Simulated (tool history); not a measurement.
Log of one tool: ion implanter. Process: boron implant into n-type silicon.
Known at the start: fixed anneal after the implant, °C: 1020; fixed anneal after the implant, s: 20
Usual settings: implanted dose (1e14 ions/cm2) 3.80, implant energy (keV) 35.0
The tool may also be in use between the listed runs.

run,hour,implanted dose (1e14 ions/cm2),implant energy (keV),wafers since the last listed run,hours since the last dose calibration,hours since the extraction supply was calibrated,hours since the gauge calibration,"read-back reference wafer on the same gauge, sheet resistance",sheet resistance of the implanted and annealed layer (ohm/square)
1,0.0,3.80,35.0,0,1976.9,4958.8,81.9,238.96,233.48
2,68.6,3.80,35.0,790,2045.5,5027.4,150.5,238.78,233.35
3,101.4,3.80,35.0,377,2078.3,5060.2,183.3,239.10,232.85
4,135.5,3.80,35.0,392,2112.4,5094.3,217.4,239.28,233.70
5,177.0,3.80,35.0,478,2153.9,5135.8,258.9,239.06,232.94
6,202.5,3.80,35.0,293,2179.4,5161.3,284.4,239.11,233.88
7,270.8,3.80,35.0,786,2247.7,5229.6,352.7,238.93,233.79
8,327.8,3.80,35.0,656,2304.7,5286.6,409.7,238.87,232.05
# hour 396.2: Faraday cup replaced and dose calibrated
9,396.7,3.80,44.5,701,0.5,5355.5,478.6,238.80,235.53
10,441.2,3.80,35.0,512,45.0,5400.0,523.1,238.89,240.61
11,483.4,3.80,35.0,486,87.2,5442.2,565.3,238.97,240.26
12,537.1,3.22,26.0,618,140.9,5495.9,619.0,238.99,282.61
13,587.6,4.34,46.0,581,191.4,5546.4,669.5,239.33,208.93
14,614.2,3.13,41.5,306,218.0,5573.0,696.1,238.64,274.66
15,641.8,3.05,38.5,317,245.6,5600.6,723.7,239.03,283.62
16,682.3,3.80,35.0,466,286.1,5641.1,764.2,239.43,238.97
17,725.5,3.46,39.5,497,329.3,5684.3,807.4,239.01,253.79
# hour 810.9: extraction supply calibrated
# hour 828.7: gauge calibrated
18,877.2,3.36,31.5,1655,481.0,66.3,48.5,238.91,266.03
19,946.9,2.91,28.0,802,550.7,136.0,118.2,238.99,302.39
20,1008.7,2.77,27.5,711,612.5,197.8,180.0,239.16,313.48
21,1061.5,3.47,24.5,608,665.3,250.6,232.8,239.30,266.13
22,1098.3,4.34,46.0,423,702.1,287.4,269.6,238.57,207.30

Forecast each of these 5 alternatives for the next run:
A,1098.7,4.20,35.0,4,702.5,287.8,270.0,?,?
B,1098.7,3.51,31.5,4,702.5,287.8,270.0,?,?
C,1098.7,4.54,45.5,4,702.5,287.8,270.0,?,?
D,1098.7,4.22,35.0,4,702.5,287.8,270.0,?,?
E,1098.7,4.50,46.0,4,702.5,287.8,270.0,?,?

run,"read-back reference wafer on the same gauge, sheet resistance",sheet resistance of the implanted and annealed layer (ohm/square)
A,238.81,217.79
B,238.81,255.00
C,238.81,198.65
D,238.81,216.94
E,238.81,199.87
Without the tool's hidden state the same runs would have given:
run,sheet resistance of the implanted and annealed layer (ohm/square)
A,221.27
B,259.03
C,201.82
D,220.41
E,203.05

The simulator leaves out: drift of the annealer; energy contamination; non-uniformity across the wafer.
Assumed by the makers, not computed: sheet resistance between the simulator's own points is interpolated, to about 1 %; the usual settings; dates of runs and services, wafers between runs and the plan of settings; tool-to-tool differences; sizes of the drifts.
